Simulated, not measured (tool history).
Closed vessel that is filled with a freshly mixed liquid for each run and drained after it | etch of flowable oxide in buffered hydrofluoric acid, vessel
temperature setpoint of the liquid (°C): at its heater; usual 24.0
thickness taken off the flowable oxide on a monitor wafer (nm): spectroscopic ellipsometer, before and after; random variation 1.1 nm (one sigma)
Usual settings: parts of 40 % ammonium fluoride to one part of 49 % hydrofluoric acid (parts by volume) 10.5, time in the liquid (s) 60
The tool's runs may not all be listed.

run	hour	temperature setpoint of the liquid (°C)	parts of 40 % ammonium fluoride to one part of 49 % hydrofluoric acid (parts by volume)	time in the liquid (s)	wafers since the last listed run	hours since the thermometer was replaced	hours since the hydrofluoric acid flow meter was replaced	hours since the gauge calibration	read-back film thickness of the flowable oxide reference wafer, read on the same gauge (nm)	thickness taken off the flowable oxide on a monitor wafer (nm)
1	0.0	24.0	10.5	60	0	121.6	876.1	1129.6	90.00	245.41
2	39.0	24.0	10.5	60	2771	160.6	915.1	1168.6	90.00	244.05
3	85.5	24.0	10.5	60	3303	207.1	961.6	1215.1	90.00	244.73
4	131.5	24.0	10.5	60	3268	253.1	1007.6	1261.1	90.00	246.66
5	242.8	24.0	13.0	60	7908	364.4	1118.9	1372.4	90.00	196.52
6	286.5	24.0	7.5	60	3104	408.1	1162.6	1416.1	90.00	332.27
7	348.9	24.0	7.5	60	4433	470.5	1225.0	1478.5	90.01	329.43
8	415.2	24.0	7.5	60	4710	536.8	1291.3	1544.8	90.00	329.91
9	625.6	24.0	13.0	75	14949	747.2	1501.7	1755.2	90.00	245.62
10	695.8	24.0	10.5	60	4987	817.4	1571.9	1825.4	90.02	240.05
11	730.7	24.0	10.5	60	2479	852.3	1606.8	1860.3	90.00	240.18
# hour 750.4: thermometer replaced
# hour 769.7: gauge calibrated
12	781.8	20.0	10.5	40	3559	31.4	1657.9	12.1	89.99	129.78
13	836.0	20.0	10.5	40	3851	85.6	1712.1	66.3	90.00	127.99
14	892.8	24.0	10.5	35	4035	142.4	1768.9	123.1	90.00	139.62
15	950.5	24.0	10.5	60	4099	200.1	1826.6	180.8	90.00	240.21
16	1020.2	24.0	10.5	60	4952	269.8	1896.3	250.5	90.00	239.11
17	1064.3	24.0	10.5	60	3133	313.9	1940.4	294.6	90.01	237.99
18	1112.7	28.0	10.5	85	3438	362.3	1988.8	343.0	90.01	419.78
19	1166.4	27.0	14.0	60	3815	416.0	2042.5	396.7	90.01	210.87
20	1193.0	24.0	10.5	60	1889	442.6	2069.1	423.3	89.98	237.92
21	1246.9	19.5	13.0	60	3829	496.5	2123.0	477.2	89.99	150.79
22	1286.6	26.0	10.5	40	2820	536.2	2162.7	516.9	90.01	176.82
# hour 1294.7: hydrofluoric acid flow meter replaced
23	1353.6	28.0	12.0	35	4689	603.2	58.9	583.9	90.00	141.40
24	1425.0	21.5	10.5	85	5073	674.6	130.3	655.3	89.99	274.65
# hour 1601.7: hydrofluoric acid flow meter replaced, repeated, since the last time left the tool worse
25	1626.4	22.0	7.5	90	14238	876.0	24.7	856.7	89.98	457.81
26	1687.1	21.0	6.5	60	4312	936.7	85.4	917.4	90.00	328.46
27	1751.0	24.0	12.5	60	4540	1000.6	149.3	981.3	90.01	209.18
# hour 1788.9: thermometer replaced
28	1798.9	20.0	9.0	70	3332	10.0	197.2	1029.2	90.00	261.86
29	1827.7	29.0	12.0	60	2046	38.8	226.0	1058.0	90.02	285.14
30	1861.8	20.5	10.5	30	2422	72.9	260.1	1092.1	89.97	102.12
31	1902.6	27.0	14.0	45	2898	113.7	300.9	1132.9	90.01	164.54
32	1959.7	24.0	9.5	60	4057	170.8	358.0	1190.0	89.98	270.53
33	1985.7	24.0	10.5	60	1847	196.8	384.0	1216.0	90.00	246.56

The tool's hidden state at each run:
liquid colder than its thermometer reads (K): 0 in every run
gauge reads high (%): 0 in every run
H1: hydrofluoric acid flow below the setpoint (%)
run	H1
1	2.61
2	2.71
3	2.83
4	2.95
5	3.25
6	3.36
7	3.53
8	3.7
9	4.26
10	4.44
11	4.53
12	4.67
13	4.81
14	4.96
15	5.11
16	5.3
17	5.41
18	5.54
19	5.68
20	5.75
21	5.89
22	6
23	11.8
24	12
25	1.14
26	1.3
27	1.47
28	1.6
29	1.67
30	1.76
31	1.87
32	2.02
33	2.09
